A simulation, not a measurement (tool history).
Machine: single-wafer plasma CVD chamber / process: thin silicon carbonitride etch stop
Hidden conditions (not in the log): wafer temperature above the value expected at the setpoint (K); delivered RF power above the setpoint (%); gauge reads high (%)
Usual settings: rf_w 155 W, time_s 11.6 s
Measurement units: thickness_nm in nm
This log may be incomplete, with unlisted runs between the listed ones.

run	hour	rf_w	time_s	wafers since the last listed run	hours since the last thermocouple change	hours since the last RF generator calibration	hours since the showerhead was replaced	hours since the gauge calibration	read-back reference wafer on the same gauge, thickness_nm	thickness_nm
1	0.0	135	11.6	0	2798.2	603.8	7949.0	926.9	5.540	5.653
2	24.9	135	11.6	694	2823.1	628.7	7973.9	951.8	5.544	5.621
3	42.4	135	11.6	487	2840.6	646.2	7991.4	969.3	5.538	5.637
4	74.0	155	11.6	880	2872.2	677.8	8023.0	1000.9	5.550	6.021
5	101.5	155	11.6	766	2899.7	705.3	8050.5	1028.4	5.534	5.976
6	124.4	155	11.6	638	2922.6	728.2	8073.4	1051.3	5.523	6.011
7	140.7	155	11.6	454	2938.9	744.5	8089.7	1067.6	5.537	5.958
8	171.1	155	11.6	847	2969.3	774.9	8120.1	1098.0	5.540	5.998
# hour 185.2: thermocouple changed; heater temperature recalibrated
9	188.6	155	11.6	264	3.4	792.4	8137.6	1115.5	5.541	5.950
10	201.1	175	12.9	348	15.9	804.9	8150.1	1128.0	5.535	7.018
11	232.5	155	11.6	875	47.3	836.3	8181.5	1159.4	5.542	5.972
# hour 244.9: showerhead replaced
12	256.6	155	11.6	448	71.4	860.4	11.7	1183.5	5.537	6.004
13	278.6	155	11.6	613	93.4	882.4	33.7	1205.5	5.552	5.898
14	302.1	155	11.6	655	116.9	905.9	57.2	1229.0	5.556	5.980
15	331.6	145	13.4	822	146.4	935.4	86.7	1258.5	5.521	6.675
# hour 333.9: gauge calibrated
16	352.3	175	12.2	576	167.1	956.1	107.4	18.4	5.537	6.637
17	445.7	130	9.5	2603	260.5	1049.5	200.8	111.8	5.543	4.541
# hour 456.7: RF generator calibrated
18	459.1	155	12.3	150	273.9	2.4	214.2	125.2	5.550	6.600
19	480.0	130	13.6	582	294.8	23.3	235.1	146.1	5.530	6.759
20	510.7	155	12.7	855	325.5	54.0	265.8	176.8	5.542	6.758
21	524.8	165	12.4	393	339.6	68.1	279.9	190.9	5.544	6.779
22	554.0	155	13.4	813	368.8	97.3	309.1	220.1	5.535	7.047
23	567.2	140	13.3	367	382.0	110.5	322.3	233.3	5.544	6.756
24	602.9	175	9.6	995	417.7	146.2	358.0	269.0	5.523	5.337
25	632.4	145	11.6	822	447.2	175.7	387.5	298.5	5.540	5.914
26	666.7	155	11.6	956	481.5	210.0	421.8	332.8	5.537	6.150
27	682.5	155	11.6	440	497.3	225.8	437.6	348.6	5.532	6.115
28	694.9	155	11.6	345	509.7	238.2	450.0	361.0	5.536	6.113
29	730.8	170	11.6	1000	545.6	274.1	485.9	396.9	5.528	6.301
30	766.1	135	12.5	983	580.9	309.4	521.2	432.2	5.542	6.175
31	789.0	155	11.6	638	603.8	332.3	544.1	455.1	5.547	6.052
32	816.5	130	12.3	766	631.3	359.8	571.6	482.6	5.532	5.970
33	828.8	155	11.6	342	643.6	372.1	583.9	494.9	5.543	6.089
34	851.1	155	9.8	621	665.9	394.4	606.2	517.2	5.532	5.141
35	866.3	155	13.3	423	681.1	409.6	621.4	532.4	5.540	6.867
36	879.2	155	10.5	359	694.0	422.5	634.3	545.3	5.538	5.503

Hidden state at the last listed run before each entry between runs and at the first one after, where it differs:
Run 8 -> run 9: thermocouple changed; heater temperature recalibrated (hour 185.2)
  delivered RF power above the setpoint (%): -7.83 -> -7.88
  difference, measured minus the result without the unlogged condition, thickness_nm: -0.214 -> -0.214 nm
Run 11 -> run 12: showerhead replaced (hour 244.9)
  delivered RF power above the setpoint (%): -7.99 -> -8.05
  difference, measured minus the result without the unlogged condition, thickness_nm: -0.218 -> -0.221 nm
Run 15 -> run 16: gauge calibrated (hour 333.9)
  delivered RF power above the setpoint (%): -8.21 -> -8.25
  difference, measured minus the result without the unlogged condition, thickness_nm: -0.251 -> -0.250 nm
Run 17 -> run 18: RF generator calibrated (hour 456.7)
  delivered RF power above the setpoint (%): -8.41 -> -0.648
  difference, measured minus the result without the unlogged condition, thickness_nm: -0.175 -> -0.018 nm
